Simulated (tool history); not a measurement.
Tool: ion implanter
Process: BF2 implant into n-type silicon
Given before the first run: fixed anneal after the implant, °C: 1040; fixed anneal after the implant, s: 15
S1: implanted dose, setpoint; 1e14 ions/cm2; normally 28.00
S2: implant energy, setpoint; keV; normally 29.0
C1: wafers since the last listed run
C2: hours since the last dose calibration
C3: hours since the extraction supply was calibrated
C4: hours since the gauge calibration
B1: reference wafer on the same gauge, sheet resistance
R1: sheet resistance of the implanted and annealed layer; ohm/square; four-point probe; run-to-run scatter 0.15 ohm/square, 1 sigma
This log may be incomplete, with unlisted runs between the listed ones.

run	hour	S1	S2	C1	C2	C3	C4	B1	R1
1	0.0	28.00	32.0	0	433.5	2964.7	764.9	85.04	100.27
2	67.7	28.00	32.0	1027	501.2	3032.4	832.6	85.06	100.08
3	133.5	28.00	32.0	998	567.0	3098.2	898.4	85.03	99.96
4	192.5	22.23	29.0	895	626.0	3157.2	957.4	85.01	106.84
5	231.9	23.12	29.0	598	665.4	3196.6	996.8	85.04	106.01
6	265.3	23.12	29.0	507	698.8	3230.0	1030.2	85.05	106.01
7	322.8	23.12	29.0	872	756.3	3287.5	1087.7	85.03	106.24
8	348.0	28.00	24.5	382	781.5	3312.7	1112.9	85.03	112.14
9	406.2	28.00	24.5	883	839.7	3370.9	1171.1	84.99	112.18
10	442.5	28.00	24.5	551	876.0	3407.2	1207.4	85.00	112.34
11	498.5	22.70	22.0	850	932.0	3463.2	1263.4	85.02	118.61
# hour 557.6: Faraday cup replaced and dose calibrated
12	558.1	22.70	22.0	783	0.5	3522.8	1323.0	84.99	118.81
# hour 584.5: gauge calibrated
# hour 615.5: extraction supply calibrated
13	619.7	28.00	38.5	813	62.1	4.2	35.2	85.00	89.86
14	654.7	28.00	29.0	531	97.1	39.2	70.2	84.99	102.57
15	687.7	22.71	24.5	500	130.1	72.2	103.2	85.03	111.68
16	723.6	23.90	36.5	544	166.0	108.1	139.1	84.97	93.57
17	782.9	35.22	29.0	900	225.3	167.4	198.4	85.00	101.01
18	817.1	21.61	22.0	519	259.5	201.6	232.6	85.01	117.37
19	875.5	28.00	29.0	886	317.9	260.0	291.0	85.04	102.64
20	926.5	28.00	29.0	774	368.9	311.0	342.0	84.99	102.38
21	981.6	34.00	21.0	836	424.0	366.1	397.1	84.96	115.53
22	1083.8	20.37	25.0	1551	526.2	468.3	499.3	85.01	112.35
23	1151.6	23.02	25.0	1029	594.0	536.1	567.1	84.98	111.50
24	1202.2	28.00	36.0	768	644.6	586.7	617.7	85.01	93.53

Consider 4 possible next runs. They are alternatives, not a sequence: every one starts from the tool as it was left by run 24. What does each give?
A	1202.6	28.00	25.5	6	645.0	587.1	618.1	?	?
B	1202.6	33.85	32.5	6	645.0	587.1	618.1	?	?
C	1202.6	28.00	33.0	6	645.0	587.1	618.1	?	?
D	1202.6	25.25	25.0	6	645.0	587.1	618.1	?	?

run	B1	R1
A	85.04	108.78
B	85.04	96.44
C	85.04	97.14
D	85.04	110.45
Without the tool's unlogged condition, the same runs would have read:
run	R1
A	108.41
B	96.07
C	96.77
D	110.08

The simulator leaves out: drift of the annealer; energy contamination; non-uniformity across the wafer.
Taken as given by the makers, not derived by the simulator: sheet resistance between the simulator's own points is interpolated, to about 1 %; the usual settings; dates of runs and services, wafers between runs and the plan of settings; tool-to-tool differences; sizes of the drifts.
